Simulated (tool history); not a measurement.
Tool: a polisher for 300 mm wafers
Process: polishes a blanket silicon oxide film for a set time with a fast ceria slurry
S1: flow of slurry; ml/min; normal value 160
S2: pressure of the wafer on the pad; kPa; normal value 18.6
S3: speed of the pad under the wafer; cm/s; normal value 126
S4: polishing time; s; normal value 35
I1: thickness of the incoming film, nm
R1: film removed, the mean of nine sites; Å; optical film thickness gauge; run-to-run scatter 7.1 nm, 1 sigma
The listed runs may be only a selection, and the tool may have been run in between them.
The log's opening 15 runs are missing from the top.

-- day=35.067 slurry nozzle cleaned
run 16 day=37.129 | S1=160 S2=18.6 S3=138 S4=45 | I1=1913.8 | R1=9341
-- day=37.592 worn pad replaced by a new one
-- day=38.304 head pressure recalibrated
run 17 day=40.083 | S1=120 S2=24.1 S3=126 S4=46 | I1=1903.6 | R1=10763
run 18 day=42.721 | S1=160 S2=18.6 S3=126 S4=35 | I1=1910.3 | R1=7395
run 19 day=46.704 | S1=160 S2=15.2 S3=102 S4=35 | I1=1881.3 | R1=5739
run 20 day=49.196 | S1=160 S2=18.6 S3=126 S4=35 | I1=1913.5 | R1=7420
run 21 day=52.392 | S1=120 S2=18.6 S3=126 S4=41 | I1=1893.6 | R1=8115
-- day=55.621 worn pad replaced by a new one
run 22 day=55.642 | S1=190 S2=13.8 S3=166 S4=35 | I1=1896.7 | R1=7837
run 23 day=57.1 | S1=115 S2=23.4 S3=154 S4=35 | I1=1896.5 | R1=9025
run 24 day=60.071 | S1=160 S2=18.6 S3=126 S4=35 | I1=1896.3 | R1=7152
run 25 day=62.196 | S1=180 S2=18.6 S3=98 S4=35 | I1=1919.8 | R1=6386
run 26 day=65.596 | S1=160 S2=18.6 S3=126 S4=43 | I1=1900 | R1=9050
run 27 day=69.671 | S1=160 S2=16.5 S3=90 S4=35 | I1=1907.7 | R1=5416
-- day=70.75 slurry nozzle cleaned
-- day=71.15 worn pad replaced by a new one
run 28 day=73.638 | S1=160 S2=18.6 S3=126 S4=35 | I1=1929.1 | R1=6970
-- day=75.517 head pressure recalibrated
run 29 day=76.138 | S1=160 S2=18.6 S3=126 S4=35 | I1=1885.8 | R1=7609
run 30 day=80.279 | S1=160 S2=13.1 S3=126 S4=30 | I1=1916.3 | R1=5281

Below are 3 alternative next runs, each starting from the tool's condition after run 30. Predict each:
run A day=80.296 | S1=160 S2=18.6 S3=126 S4=29 | I1=1881.3 | R1=?
run B day=80.296 | S1=160 S2=15.9 S3=104 S4=31 | I1=1881.3 | R1=?
run C day=80.296 | S1=160 S2=13.1 S3=154 S4=35 | I1=1881.3 | R1=?

run=A R1=6218
run=B R1=5376
run=C R1=7052
The same runs, with their run-to-run variation unchanged, on a tool lacking any hidden condition would have given:
run=A R1=6252
run=B R1=5406
run=C R1=7091
